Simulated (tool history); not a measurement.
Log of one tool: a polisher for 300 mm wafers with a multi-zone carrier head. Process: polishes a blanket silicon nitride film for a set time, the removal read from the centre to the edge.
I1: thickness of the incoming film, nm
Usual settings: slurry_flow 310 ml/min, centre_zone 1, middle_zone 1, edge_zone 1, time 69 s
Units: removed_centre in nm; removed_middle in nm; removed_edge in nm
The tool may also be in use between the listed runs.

run 1 hour=0 | slurry_flow=310 centre_zone=1 middle_zone=1.04 edge_zone=1 time=69 | I1=832.3 | removed_centre=124.8 removed_middle=125.4 removed_edge=122
run 2 hour=31.1 | slurry_flow=310 centre_zone=1 middle_zone=1 edge_zone=1 time=69 | I1=811.3 | removed_centre=122.2 removed_middle=120.4 removed_edge=119.3
run 3 hour=58.2 | slurry_flow=310 centre_zone=1 middle_zone=1 edge_zone=1.06 time=69 | I1=811.6 | removed_centre=122.2 removed_middle=119.2 removed_edge=124
run 4 hour=71.6 | slurry_flow=310 centre_zone=1 middle_zone=0.91 edge_zone=1 time=46 | I1=813.6 | removed_centre=84.5 removed_middle=73.3 removed_edge=78.6
-- hour=87 carrier head's membrane replaced by a new one
run 5 hour=96.2 | slurry_flow=395 centre_zone=1 middle_zone=0.89 edge_zone=1 time=45 | I1=819.1 | removed_centre=81.1 removed_middle=72.6 removed_edge=76.3
run 6 hour=116.1 | slurry_flow=355 centre_zone=0.91 middle_zone=1.05 edge_zone=0.94 time=69 | I1=829.8 | removed_centre=115.8 removed_middle=125.7 removed_edge=111.9
run 7 hour=151.4 | slurry_flow=310 centre_zone=1 middle_zone=1 edge_zone=1 time=69 | I1=830.2 | removed_centre=119.8 removed_middle=115.5 removed_edge=112
-- hour=169.9 edge zone pressure recalibrated
run 8 hour=178.3 | slurry_flow=310 centre_zone=1.07 middle_zone=1 edge_zone=1 time=87 | I1=829.4 | removed_centre=164.5 removed_middle=137.9 removed_edge=139.3
-- hour=188.6 slurry nozzle cleaned
-- hour=245 worn pad replaced by a new one
run 9 hour=261.5 | slurry_flow=310 centre_zone=1 middle_zone=1.1 edge_zone=1 time=55 | I1=810.4 | removed_centre=107.9 removed_middle=106.2 removed_edge=95.6
run 10 hour=289.3 | slurry_flow=310 centre_zone=1 middle_zone=1.06 edge_zone=1 time=69 | I1=806.9 | removed_centre=132.9 removed_middle=126.4 removed_edge=122
run 11 hour=316 | slurry_flow=310 centre_zone=1 middle_zone=1 edge_zone=0.89 time=69 | I1=817.9 | removed_centre=134.5 removed_middle=118.9 removed_edge=112.3
run 12 hour=337 | slurry_flow=310 centre_zone=1 middle_zone=1 edge_zone=1 time=69 | I1=831.8 | removed_centre=133.3 removed_middle=120.2 removed_edge=117.8
run 13 hour=370.8 | slurry_flow=310 centre_zone=1 middle_zone=1 edge_zone=1 time=69 | I1=817.4 | removed_centre=132.4 removed_middle=116 removed_edge=113.5
run 14 hour=387.5 | slurry_flow=310 centre_zone=1 middle_zone=1 edge_zone=1 time=69 | I1=833.8 | removed_centre=131 removed_middle=112.2 removed_edge=113.8
-- hour=420.7 slurry nozzle cleaned
-- hour=427.5 centre zone pressure recalibrated
run 15 hour=473.2 | slurry_flow=310 centre_zone=0.91 middle_zone=0.92 edge_zone=0.89 time=49 | I1=815.5 | removed_centre=70.9 removed_middle=71 removed_edge=71.8

Run 16 comes next. What will it give?
-- hour=483.4 worn pad replaced by a new one
run 16 hour=486 | slurry_flow=310 centre_zone=1 middle_zone=1 edge_zone=1 time=69 | I1=819.2 | removed_centre=? removed_middle=? removed_edge=?

{"run 16": {"removed_centre": 123.9, "removed_middle": 118.7, "removed_edge": 118}}
Without the tool's hidden state the same run would have given removed_centre 123.5 nm, removed_middle 119.7 nm, removed_edge 119 nm.
